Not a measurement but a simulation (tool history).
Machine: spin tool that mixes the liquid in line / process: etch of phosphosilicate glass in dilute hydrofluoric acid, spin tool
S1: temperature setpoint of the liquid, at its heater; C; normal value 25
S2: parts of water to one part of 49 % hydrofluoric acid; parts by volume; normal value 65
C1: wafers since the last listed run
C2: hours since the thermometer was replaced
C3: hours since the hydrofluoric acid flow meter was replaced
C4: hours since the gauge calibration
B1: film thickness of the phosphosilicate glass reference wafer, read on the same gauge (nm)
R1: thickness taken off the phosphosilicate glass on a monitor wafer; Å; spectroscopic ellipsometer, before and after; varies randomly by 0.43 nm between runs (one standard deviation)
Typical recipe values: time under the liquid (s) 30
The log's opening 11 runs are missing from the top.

{"run": 12, "hour": 137.5, "S1": 25, "S2": 65, "time under the liquid (s)": 30, "C1": 108, "C2": 11.2, "C3": 1625, "C4": 176.6, "B1": 150, "R1": 586.4}
{"hour": 152.6, "done": "hydrofluoric acid flow meter replaced"}
{"run": 13, "hour": 153.4, "S1": 25, "S2": 65, "time under the liquid (s)": 30, "C1": 172, "C2": 27.1, "C3": 0.8, "C4": 192.5, "B1": 150, "R1": 662.3}
{"run": 14, "hour": 164.9, "S1": 25, "S2": 65, "time under the liquid (s)": 30, "C1": 133, "C2": 38.6, "C3": 12.3, "C4": 204, "B1": 149.97, "R1": 655.3}
{"run": 15, "hour": 173.6, "S1": 25, "S2": 50, "time under the liquid (s)": 30, "C1": 100, "C2": 47.3, "C3": 21, "C4": 212.7, "B1": 149.99, "R1": 873.8}
{"run": 16, "hour": 190.1, "S1": 28.5, "S2": 65, "time under the liquid (s)": 30, "C1": 191, "C2": 63.8, "C3": 37.5, "C4": 229.2, "B1": 149.99, "R1": 756.8}
{"run": 17, "hour": 205.4, "S1": 25, "S2": 95, "time under the liquid (s)": 45, "C1": 177, "C2": 79.1, "C3": 52.8, "C4": 244.5, "B1": 150, "R1": 641.2}
{"hour": 208.0, "done": "gauge calibrated"}
{"run": 18, "hour": 213.0, "S1": 25, "S2": 65, "time under the liquid (s)": 30, "C1": 88, "C2": 86.7, "C3": 60.4, "C4": 5, "B1": 149.99, "R1": 653.3}
{"run": 19, "hour": 220.4, "S1": 25, "S2": 65, "time under the liquid (s)": 15, "C1": 85, "C2": 94.1, "C3": 67.8, "C4": 12.4, "B1": 150.01, "R1": 323.7}
{"run": 20, "hour": 234.3, "S1": 22.5, "S2": 80, "time under the liquid (s)": 45, "C1": 161, "C2": 108, "C3": 81.7, "C4": 26.3, "B1": 149.95, "R1": 709.6}
{"run": 21, "hour": 243.5, "S1": 25, "S2": 65, "time under the liquid (s)": 30, "C1": 106, "C2": 117.2, "C3": 90.9, "C4": 35.5, "B1": 150.03, "R1": 655.2}
{"run": 22, "hour": 255.6, "S1": 22.5, "S2": 65, "time under the liquid (s)": 30, "C1": 140, "C2": 129.3, "C3": 103, "C4": 47.6, "B1": 149.98, "R1": 590.7}
{"run": 23, "hour": 268.6, "S1": 25, "S2": 50, "time under the liquid (s)": 35, "C1": 150, "C2": 142.3, "C3": 116, "C4": 60.6, "B1": 150.07, "R1": 1010.6}
{"run": 24, "hour": 282.4, "S1": 25, "S2": 65, "time under the liquid (s)": 30, "C1": 159, "C2": 156.1, "C3": 129.8, "C4": 74.4, "B1": 150, "R1": 650.4}
{"run": 25, "hour": 327.0, "S1": 21.5, "S2": 75, "time under the liquid (s)": 40, "C1": 516, "C2": 200.7, "C3": 174.4, "C4": 119, "B1": 149.97, "R1": 641.2}
{"run": 26, "hour": 342.5, "S1": 20.5, "S2": 55, "time under the liquid (s)": 20, "C1": 179, "C2": 216.2, "C3": 189.9, "C4": 134.5, "B1": 149.99, "R1": 431.6}
{"run": 27, "hour": 358.1, "S1": 27.5, "S2": 45, "time under the liquid (s)": 35, "C1": 180, "C2": 231.8, "C3": 205.5, "C4": 150.1, "B1": 149.97, "R1": 1241.4}
{"run": 28, "hour": 369.0, "S1": 21, "S2": 90, "time under the liquid (s)": 30, "C1": 126, "C2": 242.7, "C3": 216.4, "C4": 161, "B1": 150, "R1": 380.1}
{"run": 29, "hour": 380.6, "S1": 28.5, "S2": 85, "time under the liquid (s)": 15, "C1": 134, "C2": 254.3, "C3": 228, "C4": 172.6, "B1": 150.03, "R1": 274}
{"run": 30, "hour": 393.2, "S1": 25, "S2": 35, "time under the liquid (s)": 30, "C1": 146, "C2": 266.9, "C3": 240.6, "C4": 185.2, "B1": 149.98, "R1": 1246.2}

Here are 3 independent what-if runs from the current tool condition. What would each one return?
{"run": "A", "hour": 393.6, "S1": 25, "S2": 65, "time under the liquid (s)": 30, "C1": 4, "C2": 267.3, "C3": 241, "C4": 185.6, "B1": "?", "R1": "?"}
{"run": "B", "hour": 393.6, "S1": 30, "S2": 80, "time under the liquid (s)": 40, "C1": 4, "C2": 267.3, "C3": 241, "C4": 185.6, "B1": "?", "R1": "?"}
{"run": "C", "hour": 393.6, "S1": 21.5, "S2": 90, "time under the liquid (s)": 15, "C1": 4, "C2": 267.3, "C3": 241, "C4": 185.6, "B1": "?", "R1": "?"}

run=A B1=150 R1=639
run=B B1=150 R1=824.1
run=C B1=150 R1=193.9
Stripped of hidden state, with their random variation kept, the same runs would have yielded:
run=A R1=661.8
run=B R1=854.4
run=C R1=201
